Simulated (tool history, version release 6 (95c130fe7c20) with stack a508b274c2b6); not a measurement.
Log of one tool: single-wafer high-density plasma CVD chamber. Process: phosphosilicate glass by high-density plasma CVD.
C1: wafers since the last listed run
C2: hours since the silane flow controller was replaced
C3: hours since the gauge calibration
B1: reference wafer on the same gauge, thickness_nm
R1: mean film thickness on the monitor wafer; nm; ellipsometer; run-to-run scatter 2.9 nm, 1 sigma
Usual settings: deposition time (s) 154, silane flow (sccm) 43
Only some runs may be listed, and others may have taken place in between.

{"run": 1, "hour": 0.0, "deposition time (s)": 165, "silane flow (sccm)": 41, "C1": 0, "C2": 2952.6, "C3": 226.8, "B1": 619.424, "R1": 662.085}
{"run": 2, "hour": 50.5, "deposition time (s)": 154, "silane flow (sccm)": 43, "C1": 411, "C2": 3003.1, "C3": 277.3, "B1": 619.782, "R1": 645.479}
{"run": 3, "hour": 80.7, "deposition time (s)": 154, "silane flow (sccm)": 43, "C1": 245, "C2": 3033.3, "C3": 307.5, "B1": 620.799, "R1": 645.633}
{"run": 4, "hour": 106.5, "deposition time (s)": 164, "silane flow (sccm)": 46, "C1": 210, "C2": 3059.1, "C3": 333.3, "B1": 620.756, "R1": 730.813}
{"run": 5, "hour": 159.6, "deposition time (s)": 170, "silane flow (sccm)": 47, "C1": 432, "C2": 3112.2, "C3": 386.4, "B1": 620.474, "R1": 767.345}
{"run": 6, "hour": 223.3, "deposition time (s)": 170, "silane flow (sccm)": 47, "C1": 518, "C2": 3175.9, "C3": 450.1, "B1": 619.926, "R1": 778.237}
{"run": 7, "hour": 253.4, "deposition time (s)": 170, "silane flow (sccm)": 47, "C1": 245, "C2": 3206.0, "C3": 480.2, "B1": 619.947, "R1": 772.338}
{"run": 8, "hour": 302.5, "deposition time (s)": 177, "silane flow (sccm)": 48, "C1": 399, "C2": 3255.1, "C3": 529.3, "B1": 619.873, "R1": 816.718}
{"run": 9, "hour": 355.2, "deposition time (s)": 154, "silane flow (sccm)": 43, "C1": 429, "C2": 3307.8, "C3": 582.0, "B1": 619.633, "R1": 646.116}
{"run": 10, "hour": 386.1, "deposition time (s)": 154, "silane flow (sccm)": 43, "C1": 251, "C2": 3338.7, "C3": 612.9, "B1": 619.876, "R1": 642.535}
{"run": 11, "hour": 453.0, "deposition time (s)": 140, "silane flow (sccm)": 43, "C1": 544, "C2": 3405.6, "C3": 679.8, "B1": 619.866, "R1": 585.865}
{"run": 12, "hour": 502.8, "deposition time (s)": 135, "silane flow (sccm)": 43, "C1": 405, "C2": 3455.4, "C3": 729.6, "B1": 619.688, "R1": 559.462}
{"run": 13, "hour": 533.4, "deposition time (s)": 170, "silane flow (sccm)": 48, "C1": 249, "C2": 3486.0, "C3": 760.2, "B1": 620.52, "R1": 792.725}
{"hour": 569.2, "done": "gauge calibrated"}
{"run": 14, "hour": 577.4, "deposition time (s)": 174, "silane flow (sccm)": 51, "C1": 358, "C2": 3530.0, "C3": 8.2, "B1": 620.236, "R1": 861.658}
{"run": 15, "hour": 634.9, "deposition time (s)": 133, "silane flow (sccm)": 45, "C1": 468, "C2": 3587.5, "C3": 65.7, "B1": 619.82, "R1": 586.291}
{"run": 16, "hour": 663.9, "deposition time (s)": 139, "silane flow (sccm)": 39, "C1": 236, "C2": 3616.5, "C3": 94.7, "B1": 619.864, "R1": 522.474}
{"run": 17, "hour": 695.2, "deposition time (s)": 170, "silane flow (sccm)": 48, "C1": 254, "C2": 3647.8, "C3": 126.0, "B1": 620.175, "R1": 787.406}
{"run": 18, "hour": 719.2, "deposition time (s)": 146, "silane flow (sccm)": 36, "C1": 195, "C2": 3671.8, "C3": 150.0, "B1": 619.771, "R1": 507.07}
{"hour": 779.5, "done": "silane flow controller replaced"}
{"run": 19, "hour": 845.1, "deposition time (s)": 172, "silane flow (sccm)": 48, "C1": 960, "C2": 65.6, "C3": 275.9, "B1": 620.625, "R1": 841.612}
{"run": 20, "hour": 981.9, "deposition time (s)": 135, "silane flow (sccm)": 38, "C1": 1114, "C2": 202.4, "C3": 412.7, "B1": 620.029, "R1": 518.088}
{"run": 21, "hour": 1024.8, "deposition time (s)": 154, "silane flow (sccm)": 46, "C1": 349, "C2": 245.3, "C3": 455.6, "B1": 619.625, "R1": 720.059}
{"run": 22, "hour": 1087.1, "deposition time (s)": 133, "silane flow (sccm)": 36, "C1": 507, "C2": 307.6, "C3": 517.9, "B1": 620.322, "R1": 483.774}
{"run": 23, "hour": 1131.1, "deposition time (s)": 172, "silane flow (sccm)": 48, "C1": 358, "C2": 351.6, "C3": 561.9, "B1": 619.894, "R1": 836.692}
{"run": 24, "hour": 1184.5, "deposition time (s)": 154, "silane flow (sccm)": 49, "C1": 434, "C2": 405.0, "C3": 615.3, "B1": 619.716, "R1": 766.617}

Exercise: give the hidden state of the tool at every run:
gauge reads high (%): 0 at every run
H1: delivered silane flow above the setpoint (%)
run=1 H1=-5.34
run=2 H1=-5.36
run=3 H1=-5.37
run=4 H1=-5.38
run=5 H1=-5.4
run=6 H1=-5.42
run=7 H1=-5.43
run=8 H1=-5.45
run=9 H1=-5.47
run=10 H1=-5.48
run=11 H1=-5.49
run=12 H1=-5.51
run=13 H1=-5.52
run=14 H1=-5.53
run=15 H1=-5.54
run=16 H1=-5.55
run=17 H1=-5.56
run=18 H1=-5.56
run=19 H1=-0.44
run=20 H1=-1.11
run=21 H1=-1.31
run=22 H1=-1.57
run=23 H1=-1.76
run=24 H1=-1.97
